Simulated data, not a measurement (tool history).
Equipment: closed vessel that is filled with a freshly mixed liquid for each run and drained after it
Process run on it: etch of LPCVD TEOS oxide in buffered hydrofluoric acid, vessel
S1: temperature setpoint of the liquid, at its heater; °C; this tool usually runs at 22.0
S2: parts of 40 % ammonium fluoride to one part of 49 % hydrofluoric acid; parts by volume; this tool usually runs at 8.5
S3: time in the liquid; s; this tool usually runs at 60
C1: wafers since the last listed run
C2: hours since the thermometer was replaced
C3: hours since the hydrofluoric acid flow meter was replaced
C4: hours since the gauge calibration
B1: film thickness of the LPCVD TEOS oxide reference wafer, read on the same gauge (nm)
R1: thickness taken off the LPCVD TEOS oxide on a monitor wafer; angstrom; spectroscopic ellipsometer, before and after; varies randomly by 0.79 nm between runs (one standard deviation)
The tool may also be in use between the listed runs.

run,hour,S1,S2,S3,C1,C2,C3,C4,B1,R1
1,0.0,22.0,8.5,70,0,1419.0,545.6,542.0,70.23,2797.9
2,54.5,22.0,8.5,70,7676,1473.5,600.1,596.5,70.36,2800.7
3,91.2,22.0,8.5,70,5169,1510.2,636.8,633.2,70.47,2818.5
4,124.4,22.0,8.5,60,4676,1543.4,670.0,666.4,70.57,2418.5
5,155.8,22.0,8.5,60,4422,1574.8,701.4,697.8,70.67,2431.9
6,205.2,22.0,7.0,60,6957,1624.2,750.8,747.2,70.83,2979.2
7,244.0,22.0,7.0,60,5464,1663.0,789.6,786.0,70.99,3010.2
8,312.6,22.0,7.0,60,9662,1731.6,858.2,854.6,71.25,3013.0
9,351.6,22.0,8.5,60,5493,1770.6,897.2,893.6,71.42,2447.3
10,377.3,22.0,8.5,60,3619,1796.3,922.9,919.3,71.55,2438.9
# hour 395.3: gauge calibrated
# hour 404.4: thermometer replaced
11,433.0,24.0,11.5,50,7704,28.6,978.6,37.7,69.89,1698.0
12,463.5,22.0,8.5,60,4295,59.1,1009.1,68.2,69.91,2394.3
13,494.9,20.5,11.5,90,4422,90.5,1040.5,99.6,69.92,2562.0
14,521.3,22.0,9.5,75,3718,116.9,1066.9,126.0,69.95,2709.3
# hour 642.6: hydrofluoric acid flow meter replaced
15,643.3,18.5,7.5,90,17042,238.9,0.7,248.0,70.03,3385.6
16,695.0,26.0,8.5,60,7281,290.6,52.4,299.7,70.12,2979.3
17,731.7,26.5,10.0,60,5169,327.3,89.1,336.4,70.18,2705.7
18,775.7,22.0,7.0,60,6197,371.3,133.1,380.4,70.24,2982.5
19,879.6,24.5,12.0,45,14634,475.2,237.0,484.3,70.46,1526.0
20,906.2,24.0,11.5,50,3746,501.8,263.6,510.9,70.52,1733.6
21,949.5,18.0,6.5,90,6098,545.1,306.9,554.2,70.62,3818.4

What if the next run were any one of these 3? Each begins from the tool's condition after run 21:
A,950.2,22.0,8.5,60,98,545.8,307.6,554.9,?,?
B,950.2,18.0,8.5,60,98,545.8,307.6,554.9,?,?
C,950.2,20.0,7.5,90,98,545.8,307.6,554.9,?,?

run,B1,R1
A,70.62,2434.9
B,70.62,1946.6
C,70.62,3742.7
Stripped of hidden state, with their random variation kept, the same runs would have yielded:
run,R1
A,2413.1
B,1929.2
C,3709.2
